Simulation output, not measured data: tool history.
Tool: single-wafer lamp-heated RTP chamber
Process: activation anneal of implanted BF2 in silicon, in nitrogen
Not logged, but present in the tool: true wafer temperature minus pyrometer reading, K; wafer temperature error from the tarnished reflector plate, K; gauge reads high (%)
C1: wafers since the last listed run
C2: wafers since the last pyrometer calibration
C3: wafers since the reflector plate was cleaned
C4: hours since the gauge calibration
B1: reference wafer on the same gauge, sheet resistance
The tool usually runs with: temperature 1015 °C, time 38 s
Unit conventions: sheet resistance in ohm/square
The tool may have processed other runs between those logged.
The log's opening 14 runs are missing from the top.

run 15 hour=192.8 | temperature=1015 time=21 | C1=154 C2=3731 C3=519 C4=11.6 | B1=952.82 | sheet_resistance=972.53
run 16 hour=203.0 | temperature=1004 time=47 | C1=137 C2=3869 C3=657 C4=21.8 | B1=952.85 | sheet_resistance=944.97
run 17 hour=214.7 | temperature=1004 time=47 | C1=158 C2=4027 C3=815 C4=33.5 | B1=953.01 | sheet_resistance=946.99
run 18 hour=223.4 | temperature=1004 time=47 | C1=117 C2=4145 C3=933 C4=42.2 | B1=953.09 | sheet_resistance=943.99
run 19 hour=237.8 | temperature=1015 time=38 | C1=194 C2=4340 C3=1128 C4=56.6 | B1=953.12 | sheet_resistance=942.01
run 20 hour=248.1 | temperature=992 time=31 | C1=139 C2=4479 C3=1267 C4=66.9 | B1=952.92 | sheet_resistance=973.90
run 21 hour=263.3 | temperature=996 time=38 | C1=205 C2=4685 C3=1473 C4=82.1 | B1=953.93 | sheet_resistance=963.86
run 22 hour=278.7 | temperature=1015 time=38 | C1=208 C2=4893 C3=1681 C4=97.5 | B1=952.62 | sheet_resistance=939.98
-- hour=294.5 pyrometer window cleaned and pyrometer calibrated
run 23 hour=295.0 | temperature=1031 time=23 | C1=112 C2=6 C3=1793 C4=113.8 | B1=952.89 | sheet_resistance=943.16
run 24 hour=299.1 | temperature=1004 time=19 | C1=55 C2=61 C3=1849 C4=117.9 | B1=952.97 | sheet_resistance=974.69
run 25 hour=309.8 | temperature=989 time=52 | C1=144 C2=206 C3=1993 C4=128.6 | B1=953.25 | sheet_resistance=944.11
run 26 hour=317.1 | temperature=1015 time=51 | C1=98 C2=305 C3=2092 C4=135.9 | B1=953.45 | sheet_resistance=917.84
run 27 hour=334.1 | temperature=1005 time=55 | C1=229 C2=535 C3=2322 C4=152.9 | B1=953.52 | sheet_resistance=925.22
run 28 hour=340.4 | temperature=1023 time=38 | C1=85 C2=620 C3=2407 C4=159.2 | B1=952.69 | sheet_resistance=923.13
run 29 hour=379.9 | temperature=1015 time=38 | C1=534 C2=1154 C3=2942 C4=198.7 | B1=953.30 | sheet_resistance=935.73
run 30 hour=393.5 | temperature=995 time=28 | C1=183 C2=1338 C3=3126 C4=212.3 | B1=953.09 | sheet_resistance=966.70
-- hour=406.3 pyrometer window cleaned and pyrometer calibrated, repeated, since the last time left the tool worse
run 31 hour=410.9 | temperature=1006 time=50 | C1=127 C2=62 C3=3253 C4=229.7 | B1=952.84 | sheet_resistance=946.64
run 32 hour=417.0 | temperature=1015 time=38 | C1=82 C2=144 C3=3335 C4=235.8 | B1=953.12 | sheet_resistance=947.63
run 33 hour=430.1 | temperature=986 time=50 | C1=177 C2=322 C3=3512 C4=248.9 | B1=952.07 | sheet_resistance=963.17
run 34 hour=440.4 | temperature=1005 time=21 | C1=139 C2=461 C3=3652 C4=259.2 | B1=953.31 | sheet_resistance=981.76
run 35 hour=447.6 | temperature=1015 time=38 | C1=97 C2=558 C3=3749 C4=266.4 | B1=952.75 | sheet_resistance=950.77
run 36 hour=455.8 | temperature=1015 time=38 | C1=110 C2=669 C3=3860 C4=274.6 | B1=953.12 | sheet_resistance=946.71
run 37 hour=461.9 | temperature=998 time=18 | C1=82 C2=752 C3=3943 C4=280.7 | B1=953.19 | sheet_resistance=994.48
run 38 hour=472.2 | temperature=1015 time=38 | C1=139 C2=891 C3=4082 C4=291.0 | B1=952.33 | sheet_resistance=947.99

3 ways to go on from here, each from the tool as it stands after run 38. What would each give?
run A hour=472.6 | temperature=1015 time=38 | C1=5 C2=896 C3=4087 C4=291.4 | B1=? | sheet_resistance=?
run B hour=472.6 | temperature=1025 time=59 | C1=5 C2=896 C3=4087 C4=291.4 | B1=? | sheet_resistance=?
run C hour=472.6 | temperature=1015 time=59 | C1=5 C2=896 C3=4087 C4=291.4 | B1=? | sheet_resistance=?

run=A B1=953.41 sheet_resistance=948.02
run=B B1=953.41 sheet_resistance=912.63
run=C B1=953.41 sheet_resistance=924.87
What these runs would have given with no unlogged condition in the tool:
run=A sheet_resistance=948.57
run=B sheet_resistance=913.28
run=C sheet_resistance=925.51
